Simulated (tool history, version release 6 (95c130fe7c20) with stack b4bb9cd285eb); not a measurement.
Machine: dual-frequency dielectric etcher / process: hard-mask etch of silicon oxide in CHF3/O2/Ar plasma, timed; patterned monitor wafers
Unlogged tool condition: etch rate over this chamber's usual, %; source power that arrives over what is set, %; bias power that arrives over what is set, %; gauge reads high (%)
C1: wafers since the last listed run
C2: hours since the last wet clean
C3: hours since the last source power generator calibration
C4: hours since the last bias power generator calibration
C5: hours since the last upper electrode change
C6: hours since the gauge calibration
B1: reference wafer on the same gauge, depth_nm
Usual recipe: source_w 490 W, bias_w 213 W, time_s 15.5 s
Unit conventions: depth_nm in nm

Run 1, day 0: usual settings but time_s 13.5 s; C1 0; C2 349.2; C3 4676; C4 2096.5; C5 4851.3; C6 90.4; B1 24.69. Result: depth_nm 26.19 nm.
Run 2, day 0.533: usual settings but source_w 550 W, time_s 17 s; C1 227; C2 362; C3 4688.8; C4 2109.3; C5 4864.1; C6 103.2; B1 24.72. Result: depth_nm 34.2 nm.
Run 3, day 0.788: usual settings but source_w 550 W, time_s 17 s; C1 108; C2 368.1; C3 4694.9; C4 2115.4; C5 4870.2; C6 109.3; B1 24.71. Result: depth_nm 34.11 nm.
Run 4, day 1.175: usual settings but source_w 550 W, time_s 17 s; C1 165; C2 377.4; C3 4704.2; C4 2124.7; C5 4879.5; C6 118.6; B1 24.72. Result: depth_nm 34.27 nm.
Run 5, day 1.567: usual settings but bias_w 174 W; C1 167; C2 386.8; C3 4713.6; C4 2134.1; C5 4888.9; C6 128; B1 24.7. Result: depth_nm 27.6 nm.
At day 2.646: upper electrode replaced.
Run 6, day 2.667: usual settings but bias_w 174 W; C1 42; C2 413.2; C3 4740; C4 2160.5; C5 0.5; C6 154.4; B1 24.72. Result: depth_nm 27.7 nm.
Run 7, day 2.775: usual settings but bias_w 174 W; C1 46; C2 415.8; C3 4742.6; C4 2163.1; C5 3.1; C6 157; B1 24.7. Result: depth_nm 27.72 nm.
At day 3.888: gauge calibrated.
At day 4.171: wet clean of the chamber.
At day 4.271: bias power generator calibrated.
Run 8, day 4.292: usual settings; C1 176; C2 2.9; C3 4779; C4 0.5; C5 39.5; C6 9.7; B1 24.7. Result: depth_nm 30.93 nm.
Run 9, day 4.308: usual settings but time_s 19 s; C1 7; C2 3.3; C3 4779.4; C4 0.9; C5 39.9; C6 10.1; B1 24.67. Result: depth_nm 37.68 nm.
Run 10, day 4.321: usual settings but source_w 460 W, bias_w 183 W; C1 5; C2 3.6; C3 4779.7; C4 1.2; C5 40.2; C6 10.4; B1 24.71. Result: depth_nm 28.4 nm.
Run 11, day 4.846: usual settings; C1 224; C2 16.2; C3 4792.3; C4 13.8; C5 52.8; C6 23; B1 24.7. Result: depth_nm 30.83 nm.
At day 5.85: wet clean of the chamber, repeated, since the last time left the tool worse.
At day 5.95: source power generator calibrated.
Run 12, day 5.971: usual settings but bias_w 174 W; C1 11; C2 2.9; C3 0.5; C4 40.8; C5 79.8; C6 50; B1 24.7. Result: depth_nm 26.84 nm.
Run 13, day 5.983: usual settings but source_w 600 W, bias_w 162 W; C1 5; C2 3.2; C3 0.8; C4 41.1; C5 80.1; C6 50.3; B1 24.69. Result: depth_nm 27.76 nm.
Run 14, day 6.417: usual settings but source_w 410 W, bias_w 190 W, time_s 13.5 s; C1 185; C2 13.6; C3 11.2; C4 51.5; C5 90.5; C6 60.7; B1 24.7. Result: depth_nm 22.84 nm.
Run 15, day 6.954: usual settings but time_s 17 s; C1 229; C2 26.5; C3 24.1; C4 64.4; C5 103.4; C6 73.6; B1 24.7. Result: depth_nm 31.78 nm.
Run 16, day 8.012: usual settings but source_w 580 W, bias_w 192 W, time_s 11 s; C1 452; C2 51.9; C3 49.5; C4 89.8; C5 128.8; C6 99; B1 24.71. Result: depth_nm 20.94 nm.

How the hidden state differs across the entries between the runs, from the last listed run before each to the first after it:
Runs 5 to 6: upper electrode replaced (day 2.646)
  etch rate over this chamber's usual, %: 3.81 -> 4.08
  measured minus no-state result, depth_nm: +1.02 -> +1.09 nm
Runs 7 to 8: gauge calibrated (day 3.888); wet clean of the chamber (day 4.171); bias power generator calibrated (day 4.271)
  etch rate over this chamber's usual, %: 4.1 -> 6.52
  measured minus no-state result, depth_nm: +1.1 -> +1.89 nm
Runs 11 to 12: wet clean of the chamber, repeated, since the last time left the tool worse (day 5.85); source power generator calibrated (day 5.95)
  etch rate over this chamber's usual, %: 6.65 -> 0.315
  measured minus no-state result, depth_nm: +1.92 -> +0.08 nm
